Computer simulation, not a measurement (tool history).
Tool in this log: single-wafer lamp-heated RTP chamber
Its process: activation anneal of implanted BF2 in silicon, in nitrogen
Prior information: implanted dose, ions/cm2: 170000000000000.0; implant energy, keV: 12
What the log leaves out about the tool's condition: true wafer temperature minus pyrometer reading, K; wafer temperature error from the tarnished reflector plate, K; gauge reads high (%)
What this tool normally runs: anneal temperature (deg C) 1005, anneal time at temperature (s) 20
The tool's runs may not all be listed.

| run | hour | anneal temperature (deg C) | anneal time at temperature (s) | wafers since the last listed run | wafers since the last pyrometer calibration | wafers since the reflector plate was cleaned | hours since the gauge calibration | read-back reference wafer on the same gauge, sheet resistance | sheet resistance of the implanted and annealed layer (ohm/square) |
|---|---|---|---|---|---|---|---|---|---|
| 1 | 0.0 | 1005 | 20 | 0 | 635 | 7910 | 1389.7 | 612.15 | 655.08 |
| 2 | 91.0 | 1005 | 20 | 939 | 1575 | 8849 | 1480.7 | 612.12 | 655.41 |
| 3 | 198.0 | 1005 | 20 | 1104 | 2679 | 9954 | 1587.7 | 611.80 | 654.50 |
| 4 | 260.3 | 1005 | 20 | 643 | 3322 | 10597 | 1650.0 | 611.93 | 653.21 |
|  | 330.4 | reflector plate cleaned |
| 5 | 363.9 | 988 | 20 | 986 | 4309 | 345 | 1753.6 | 611.76 | 657.76 |
| 6 | 435.1 | 988 | 20 | 734 | 5044 | 1080 | 1824.8 | 612.12 | 656.37 |
| 7 | 530.0 | 1005 | 20 | 979 | 6023 | 2060 | 1919.7 | 611.81 | 652.61 |
| 8 | 579.8 | 1005 | 20 | 513 | 6537 | 2574 | 1969.5 | 612.15 | 652.58 |
|  | 640.7 | pyrometer window cleaned and pyrometer calibrated |
| 9 | 897.1 | 1005 | 20 | 3192 | 2645 | 5766 | 2286.8 | 612.24 | 654.23 |
| 10 | 973.8 | 1005 | 30 | 791 | 3437 | 6558 | 2363.5 | 612.16 | 647.62 |
| 11 | 1015.8 | 1005 | 20 | 433 | 3871 | 6991 | 2405.5 | 612.08 | 654.36 |
| 12 | 1091.1 | 1005 | 28 | 777 | 4648 | 7768 | 2480.8 | 612.17 | 647.06 |
| 13 | 1173.9 | 1005 | 28 | 854 | 5502 | 8623 | 2563.6 | 611.94 | 647.48 |
|  | 1241.4 | pyrometer window cleaned and pyrometer calibrated |
| 14 | 1247.5 | 1005 | 15 | 677 | 62 | 9300 | 2637.2 | 612.20 | 657.90 |
| 15 | 1339.1 | 1005 | 26 | 945 | 1008 | 10246 | 2728.8 | 612.20 | 652.06 |
| 16 | 1383.1 | 996 | 24 | 454 | 1462 | 10700 | 2772.8 | 611.83 | 655.06 |
|  | 1426.7 | reflector plate cleaned |
| 17 | 1431.0 | 1005 | 15 | 411 | 1874 | 44 | 2820.7 | 611.72 | 658.16 |
| 18 | 1491.2 | 1005 | 20 | 621 | 2495 | 665 | 2880.9 | 612.05 | 655.01 |
| 19 | 1623.9 | 978 | 29 | 1369 | 3865 | 2035 | 3013.6 | 611.82 | 656.89 |
| 20 | 1674.3 | 1005 | 20 | 520 | 4385 | 2555 | 3064.0 | 612.03 | 654.69 |
| 21 | 1776.2 | 1005 | 20 | 1051 | 5437 | 3607 | 3165.9 | 612.06 | 653.65 |
|  | 1788.1 | gauge calibrated |
| 22 | 1864.4 | 1028 | 24 | 910 | 6347 | 4517 | 76.3 | 612.14 | 641.87 |
| 23 | 1901.1 | 994 | 20 | 378 | 6726 | 4896 | 113.0 | 611.93 | 655.32 |
|  | 1927.9 | pyrometer window cleaned and pyrometer calibrated |
| 24 | 1983.3 | 1005 | 20 | 765 | 571 | 5662 | 195.2 | 612.06 | 654.80 |
| 25 | 2078.0 | 1005 | 30 | 977 | 1549 | 6639 | 289.9 | 612.10 | 648.28 |
| 26 | 2170.7 | 990 | 20 | 956 | 2505 | 7596 | 382.6 | 612.03 | 658.92 |
| 27 | 2221.6 | 1005 | 20 | 525 | 3031 | 8121 | 433.5 | 612.15 | 652.49 |
| 28 | 2291.9 | 1024 | 30 | 725 | 3756 | 8847 | 503.8 | 612.09 | 638.26 |
| 29 | 2329.7 | 986 | 9 | 390 | 4146 | 9237 | 541.6 | 612.21 | 664.20 |
| 30 | 2380.4 | 1024 | 20 | 523 | 4670 | 9760 | 592.3 | 612.31 | 646.68 |
| 31 | 2464.0 | 978 | 20 | 862 | 5533 | 10623 | 675.9 | 612.24 | 660.18 |
| 32 | 2506.5 | 992 | 10 | 438 | 5971 | 11062 | 718.4 | 611.95 | 664.02 |
|  | 2526.0 | pyrometer window cleaned and pyrometer calibrated |
| 33 | 2567.5 | 1021 | 20 | 547 | 428 | 11609 | 779.4 | 612.07 | 650.12 |
| 34 | 2674.1 | 1005 | 20 | 1100 | 1528 | 12709 | 886.0 | 612.25 | 655.56 |
| 35 | 2724.3 | 1021 | 20 | 518 | 2046 | 13227 | 936.2 | 612.14 | 650.11 |
|  | 2732.9 | reflector plate cleaned |
| 36 | 2802.3 | 985 | 20 | 722 | 2769 | 716 | 1014.2 | 611.89 | 659.34 |
| 37 | 2853.2 | 978 | 13 | 525 | 3294 | 1241 | 1065.1 | 611.70 | 662.78 |

The logged runs with the hidden state left out (each run's random variation unchanged):
| run | sheet resistance of the implanted and annealed layer (ohm/square) |
|---|---|
| 1 | 655.67 |
| 2 | 656.46 |
| 3 | 656.09 |
| 4 | 655.12 |
| 5 | 660.04 |
| 6 | 659.01 |
| 7 | 655.86 |
| 8 | 656.08 |
| 9 | 655.77 |
| 10 | 650.10 |
| 11 | 656.51 |
| 12 | 650.16 |
| 13 | 651.09 |
| 14 | 657.95 |
| 15 | 652.68 |
| 16 | 655.89 |
| 17 | 658.93 |
| 18 | 656.30 |
| 19 | 659.51 |
| 20 | 656.90 |
| 21 | 656.37 |
| 22 | 645.44 |
| 23 | 658.60 |
| 24 | 655.39 |
| 25 | 649.65 |
| 26 | 660.37 |
| 27 | 654.27 |
| 28 | 640.83 |
| 29 | 665.57 |
| 30 | 649.22 |
| 31 | 663.39 |
| 32 | 665.73 |
| 33 | 650.73 |
| 34 | 656.73 |
| 35 | 651.48 |
| 36 | 661.03 |
| 37 | 664.85 |

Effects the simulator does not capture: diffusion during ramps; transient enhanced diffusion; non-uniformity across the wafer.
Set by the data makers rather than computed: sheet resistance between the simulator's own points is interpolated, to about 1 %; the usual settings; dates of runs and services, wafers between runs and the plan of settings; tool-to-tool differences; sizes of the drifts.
